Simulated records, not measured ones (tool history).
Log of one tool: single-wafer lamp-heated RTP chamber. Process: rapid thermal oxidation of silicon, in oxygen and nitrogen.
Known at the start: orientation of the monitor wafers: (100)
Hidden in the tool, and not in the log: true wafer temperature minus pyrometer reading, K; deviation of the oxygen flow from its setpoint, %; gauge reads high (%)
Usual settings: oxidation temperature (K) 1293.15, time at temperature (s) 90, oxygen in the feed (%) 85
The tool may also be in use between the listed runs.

run   hour  oxidation temperature (K)  time at temperature (s)  oxygen in the feed (%)  wafers since the last listed run  wafers since the last pyrometer calibration  hours since the oxygen flow controller was replaced  hours since the gauge calibration  read-back reference wafer on the same gauge, thickness  oxide thickness on the monitor wafer (angstrom)
  1    0.0                    1293.15                       58                      98                                 0                                         2067                                               5305.4                               45.8                                                   6.804                                            62.41
      16.7  -- pyrometer window cleaned and pyrometer calibrated
  2   27.1                    1293.15                       58                      98                               166                                           90                                               5332.5                               72.9                                                   6.796                                            62.63
  3   97.8                    1293.15                       90                      92                               614                                          705                                               5403.2                              143.6                                                   6.786                                            73.16
  4  151.5                    1311.15                       90                      72                               466                                         1172                                               5456.9                              197.3                                                   6.771                                            77.27
  5  220.3                    1293.15                       90                      85                               598                                         1770                                               5525.7                              266.1                                                   6.752                                            71.60
     262.4  -- pyrometer window cleaned and pyrometer calibrated
  6  262.9                    1293.15                       90                      85                               300                                            4                                               5568.3                              308.7                                                   6.737                                            71.48
  7  316.8                    1293.15                       90                      85                               468                                          473                                               5622.2                              362.6                                                   6.722                                            71.89
  8  382.1                    1282.15                      108                      74                               567                                         1040                                               5687.5                              427.9                                                   6.699                                            67.50
     402.0  -- gauge calibrated
     446.3  -- oxygen flow controller replaced
  9  450.2                    1279.15                      134                      85                               522                                         1563                                                  3.9                               48.2                                                   6.773                                            78.35
 10  498.2                    1293.15                      130                      85                               417                                         1980                                                 51.9                               96.2                                                   6.782                                            85.28
     547.7  -- pyrometer window cleaned and pyrometer calibrated
 11  553.5                    1316.15                      132                      67                               411                                           50                                                107.2                              151.5                                                   6.774                                            92.52

Run 12 comes next. What will it give?
 12  595.0                    1269.15                       47                      77                               360                                          411                                                148.7                              193.0                                                       ?                                                ?

Run 12 gave read-back reference wafer on the same gauge, thickness 6.772, oxide thickness on the monitor wafer (angstrom) 43.85.
Without the tool's hidden state the same run would have given oxide thickness on the monitor wafer (angstrom) 43.97.

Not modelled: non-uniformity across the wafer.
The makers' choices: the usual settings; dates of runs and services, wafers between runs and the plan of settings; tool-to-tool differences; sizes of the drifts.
